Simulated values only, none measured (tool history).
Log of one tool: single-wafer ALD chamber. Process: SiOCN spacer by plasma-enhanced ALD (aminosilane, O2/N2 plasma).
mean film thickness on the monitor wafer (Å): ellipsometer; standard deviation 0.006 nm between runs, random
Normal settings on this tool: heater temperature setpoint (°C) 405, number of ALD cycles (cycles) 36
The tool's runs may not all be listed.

| run | hour | heater temperature setpoint (°C) | number of ALD cycles (cycles) | wafers since the last listed run | hours since the last thermocouple change | hours since the gauge calibration | read-back reference wafer on the same gauge, thickness_nm | mean film thickness on the monitor wafer (Å) |
|---|---|---|---|---|---|---|---|---|
| 1 | 0.0 | 413 | 36 | 0 | 2081.0 | 201.3 | 2.132 | 23.40 |
| 2 | 12.2 | 413 | 36 | 118 | 2093.2 | 213.5 | 2.132 | 23.57 |
| 3 | 25.5 | 394 | 36 | 129 | 2106.5 | 226.8 | 2.133 | 24.61 |
| 4 | 51.5 | 394 | 36 | 252 | 2132.5 | 252.8 | 2.135 | 24.47 |
| 5 | 70.3 | 405 | 36 | 182 | 2151.3 | 271.6 | 2.136 | 24.17 |
| 6 | 84.4 | 405 | 36 | 137 | 2165.4 | 285.7 | 2.138 | 24.21 |
| 7 | 105.2 | 405 | 36 | 202 | 2186.2 | 306.5 | 2.139 | 24.18 |
| 8 | 118.0 | 405 | 33 | 124 | 2199.0 | 319.3 | 2.140 | 22.12 |
| 9 | 135.0 | 405 | 33 | 165 | 2216.0 | 336.3 | 2.140 | 22.32 |
| 10 | 170.7 | 405 | 33 | 346 | 2251.7 | 372.0 | 2.143 | 22.31 |
| 11 | 205.7 | 405 | 38 | 340 | 2286.7 | 407.0 | 2.144 | 25.68 |
| 12 | 224.7 | 405 | 36 | 184 | 2305.7 | 426.0 | 2.146 | 24.29 |
| 13 | 243.6 | 405 | 36 | 183 | 2324.6 | 444.9 | 2.145 | 24.37 |
|  | 266.6 | gauge calibrated |
| 14 | 278.6 | 405 | 36 | 340 | 2359.6 | 12.0 | 2.125 | 24.15 |
| 15 | 301.1 | 409 | 32 | 218 | 2382.1 | 34.5 | 2.126 | 21.11 |
| 16 | 334.4 | 392 | 36 | 323 | 2415.4 | 67.8 | 2.128 | 24.46 |
|  | 389.5 | thermocouple changed; heater temperature recalibrated |
| 17 | 433.0 | 405 | 36 | 880 | 43.5 | 166.4 | 2.134 | 24.11 |
| 18 | 451.7 | 393 | 41 | 181 | 62.2 | 185.1 | 2.137 | 27.94 |
| 19 | 477.6 | 405 | 36 | 251 | 88.1 | 211.0 | 2.136 | 24.15 |
| 20 | 500.5 | 419 | 32 | 222 | 111.0 | 233.9 | 2.140 | 20.52 |
| 21 | 531.7 | 398 | 38 | 303 | 142.2 | 265.1 | 2.140 | 25.97 |
| 22 | 580.4 | 391 | 30 | 473 | 190.9 | 313.8 | 2.143 | 20.50 |
| 23 | 615.8 | 390 | 33 | 344 | 226.3 | 349.2 | 2.144 | 22.54 |
| 24 | 641.7 | 399 | 33 | 251 | 252.2 | 375.1 | 2.147 | 22.55 |
|  | 649.8 | gauge calibrated |
| 25 | 671.2 | 405 | 30 | 286 | 281.7 | 21.4 | 2.123 | 19.94 |
| 26 | 694.1 | 405 | 36 | 222 | 304.6 | 44.3 | 2.126 | 24.15 |
| 27 | 743.9 | 405 | 36 | 484 | 354.4 | 94.1 | 2.128 | 24.01 |
| 28 | 769.3 | 414 | 41 | 246 | 379.8 | 119.5 | 2.130 | 26.66 |
| 29 | 781.7 | 413 | 36 | 120 | 392.2 | 131.9 | 2.130 | 23.57 |
| 30 | 808.8 | 412 | 41 | 263 | 419.3 | 159.0 | 2.131 | 26.88 |

The same runs without the tool's hidden state, with the same run-to-run variation:
The tool's hidden condition here consists of: wafer temperature above the value expected at the setpoint (K); gauge reads high (%).
| run | mean film thickness on the monitor wafer (Å) |
|---|---|
| 1 | 23.28 |
| 2 | 23.43 |
| 3 | 24.46 |
| 4 | 24.31 |
| 5 | 23.99 |
| 6 | 24.03 |
| 7 | 23.97 |
| 8 | 21.93 |
| 9 | 22.11 |
| 10 | 22.08 |
| 11 | 25.39 |
| 12 | 24.00 |
| 13 | 24.07 |
| 14 | 24.10 |
| 15 | 21.05 |
| 16 | 24.37 |
| 17 | 23.96 |
| 18 | 27.74 |
| 19 | 23.96 |
| 20 | 20.35 |
| 21 | 25.73 |
| 22 | 20.28 |
| 23 | 22.27 |
| 24 | 22.26 |
| 25 | 19.91 |
| 26 | 24.10 |
| 27 | 23.92 |
| 28 | 26.54 |
| 29 | 23.46 |
| 30 | 26.73 |
